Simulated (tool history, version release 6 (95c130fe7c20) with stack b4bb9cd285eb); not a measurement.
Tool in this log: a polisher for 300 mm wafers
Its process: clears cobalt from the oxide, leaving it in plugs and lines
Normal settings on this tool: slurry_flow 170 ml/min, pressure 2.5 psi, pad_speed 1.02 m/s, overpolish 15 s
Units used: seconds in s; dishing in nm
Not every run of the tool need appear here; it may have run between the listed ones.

| run | hour | slurry_flow | pressure | pad_speed | overpolish | incoming thickness of the incoming film, nm | seconds | dishing |
|---|---|---|---|---|---|---|---|---|
| 1 | 0.0 | 170 | 2.5 | 1.02 | 15 | 367.1 | 52.1 | 31.6 |
|  | 60.7 | head pressure recalibrated |
|  | 86.8 | worn pad replaced by a new one |
| 2 | 87.3 | 170 | 2.5 | 1.02 | 15 | 374.7 | 48.8 | 31.1 |
| 3 | 152.6 | 170 | 3.1 | 1.02 | 15 | 369.1 | 39.4 | 32.5 |
| 4 | 189.1 | 125 | 2.5 | 0.76 | 15 | 367.7 | 68.9 | 29.0 |
| 5 | 234.8 | 170 | 2.5 | 1.02 | 15 | 373.4 | 50.8 | 32.1 |
| 6 | 276.0 | 170 | 2.5 | 1.02 | 15 | 375.6 | 50.7 | 31.2 |
| 7 | 349.2 | 170 | 2.5 | 1.02 | 15 | 369.3 | 51.5 | 31.3 |
| 8 | 428.0 | 170 | 2.5 | 1.02 | 15 | 363.5 | 50.9 | 30.7 |
|  | 475.6 | worn pad replaced by a new one |
| 9 | 523.0 | 170 | 2.5 | 1.02 | 15 | 366.9 | 48.1 | 31.5 |
| 10 | 609.8 | 170 | 2.9 | 1.02 | 15 | 373.1 | 44.2 | 32.0 |
|  | 618.7 | slurry nozzle cleaned |
| 11 | 697.8 | 170 | 2.9 | 1.02 | 15 | 373.0 | 43.0 | 31.7 |
| 12 | 737.6 | 170 | 2.5 | 1.02 | 15 | 369.9 | 49.4 | 31.7 |
| 13 | 836.6 | 170 | 2.5 | 1.02 | 15 | 365.0 | 51.7 | 31.0 |
| 14 | 906.4 | 170 | 2.5 | 1.02 | 15 | 369.4 | 52.6 | 31.2 |
| 15 | 944.9 | 170 | 2.5 | 1.02 | 15 | 377.1 | 55.6 | 30.8 |
|  | 951.7 | worn pad replaced by a new one |
| 16 | 1026.8 | 150 | 3.1 | 1.28 | 21 | 370.8 | 31.9 | 32.8 |
|  | 1082.3 | head pressure recalibrated |
| 17 | 1112.8 | 170 | 2.5 | 1.02 | 15 | 366.0 | 50.4 | 31.4 |
| 18 | 1177.0 | 170 | 2.5 | 1.02 | 15 | 365.2 | 49.7 | 31.1 |
| 19 | 1214.5 | 140 | 2.5 | 1.02 | 9 | 374.4 | 54.5 | 26.5 |
| 20 | 1267.0 | 170 | 2.5 | 1.02 | 11 | 369.4 | 53.0 | 28.6 |
|  | 1292.1 | slurry nozzle cleaned |
| 21 | 1323.3 | 170 | 1.7 | 0.78 | 17 | 367.4 | 101.2 | 27.2 |
|  | 1346.7 | worn pad replaced by a new one |
| 22 | 1404.6 | 170 | 2.5 | 1.34 | 11 | 371.6 | 38.3 | 31.3 |
| 23 | 1496.6 | 170 | 2.5 | 1.02 | 15 | 370.1 | 49.6 | 31.7 |
| 24 | 1540.2 | 170 | 2.5 | 1.02 | 15 | 375.7 | 50.5 | 31.4 |
| 25 | 1630.6 | 170 | 1.6 | 1.18 | 15 | 369.6 | 72.9 | 28.9 |
| 26 | 1699.3 | 170 | 2.5 | 1.02 | 15 | 369.5 | 52.3 | 30.4 |
|  | 1801.3 | worn pad replaced by a new one |
| 27 | 1806.9 | 115 | 1.7 | 1.12 | 18 | 371.1 | 69.7 | 30.9 |
| 28 | 1893.2 | 200 | 2.0 | 1.02 | 15 | 365.5 | 59.4 | 30.6 |
| 29 | 1980.2 | 120 | 3.1 | 1.02 | 19 | 375.1 | 44.0 | 32.8 |
|  | 2017.1 | slurry nozzle cleaned |
| 30 | 2073.8 | 135 | 3.2 | 0.78 | 12 | 366.6 | 54.4 | 29.4 |
| 31 | 2148.0 | 115 | 1.7 | 1.12 | 18 | 368.5 | 75.0 | 29.7 |

Predict each of these 4 candidate next runs independently; none follows another, all start after run 31:
| A | 2148.4 | 170 | 2.5 | 1.02 | 20 | 372.8 | ? | ? |
| B | 2148.4 | 185 | 1.6 | 1.12 | 23 | 372.8 | ? | ? |
| C | 2148.4 | 145 | 1.8 | 1.02 | 6 | 372.8 | ? | ? |
| D | 2148.4 | 170 | 1.8 | 1.02 | 15 | 372.8 | ? | ? |

| run | seconds | dishing |
|---|---|---|
| A | 54.3 | 31.7 |
| B | 76.3 | 31.1 |
| C | 77.4 | 18.0 |
| D | 75.4 | 28.4 |
Stripped of hidden state, with their random variation kept, the same runs would have yielded:
| run | seconds | dishing |
|---|---|---|
| A | 49.0 | 31.9 |
| B | 68.9 | 31.5 |
| C | 69.9 | 19.2 |
| D | 68.1 | 29.2 |
